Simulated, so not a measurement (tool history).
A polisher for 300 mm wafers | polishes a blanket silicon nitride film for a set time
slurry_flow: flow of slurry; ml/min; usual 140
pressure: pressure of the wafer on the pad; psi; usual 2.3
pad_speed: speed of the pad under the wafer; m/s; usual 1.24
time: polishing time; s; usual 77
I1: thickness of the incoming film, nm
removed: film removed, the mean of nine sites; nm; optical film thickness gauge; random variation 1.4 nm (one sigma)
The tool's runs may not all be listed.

run 1 hour=0.0 | slurry_flow=170 pressure=2.3 pad_speed=1.24 time=77 | I1=852.8 | removed=113.6
run 2 hour=6.7 | slurry_flow=170 pressure=2.3 pad_speed=1.24 time=77 | I1=848.7 | removed=111.2
run 3 hour=15.7 | slurry_flow=140 pressure=1.9 pad_speed=1.54 time=77 | I1=869.6 | removed=114.7
run 4 hour=31.9 | slurry_flow=140 pressure=1.9 pad_speed=1.54 time=77 | I1=857.2 | removed=113.2
run 5 hour=48.7 | slurry_flow=140 pressure=1.9 pad_speed=1.54 time=77 | I1=862.7 | removed=109.1
run 6 hour=58.7 | slurry_flow=140 pressure=2.3 pad_speed=1.24 time=77 | I1=859.4 | removed=101.8
-- hour=71.7 slurry nozzle cleaned
-- hour=76.3 worn pad replaced by a new one
run 7 hour=76.8 | slurry_flow=140 pressure=2.3 pad_speed=1.24 time=77 | I1=870.1 | removed=110.2
run 8 hour=84.9 | slurry_flow=140 pressure=2.3 pad_speed=1.24 time=77 | I1=864.9 | removed=108.3
run 9 hour=92.2 | slurry_flow=125 pressure=2.3 pad_speed=1.06 time=77 | I1=861.0 | removed=94.0
run 10 hour=104.4 | slurry_flow=140 pressure=3.1 pad_speed=0.82 time=77 | I1=849.4 | removed=95.7
-- hour=112.7 head pressure recalibrated
run 11 hour=119.4 | slurry_flow=140 pressure=2.3 pad_speed=1.24 time=62 | I1=859.3 | removed=86.5
run 12 hour=127.3 | slurry_flow=140 pressure=1.8 pad_speed=1.24 time=77 | I1=876.6 | removed=88.1
run 13 hour=135.6 | slurry_flow=140 pressure=1.5 pad_speed=1.38 time=68 | I1=859.0 | removed=75.1

Forecast run 14:
run 14 hour=141.8 | slurry_flow=140 pressure=2.3 pad_speed=1.24 time=77 | I1=847.1 | removed=?

Run 14 gave removed 102.0 nm.
Without the tool's hidden state the same run would have given removed 113.7 nm.
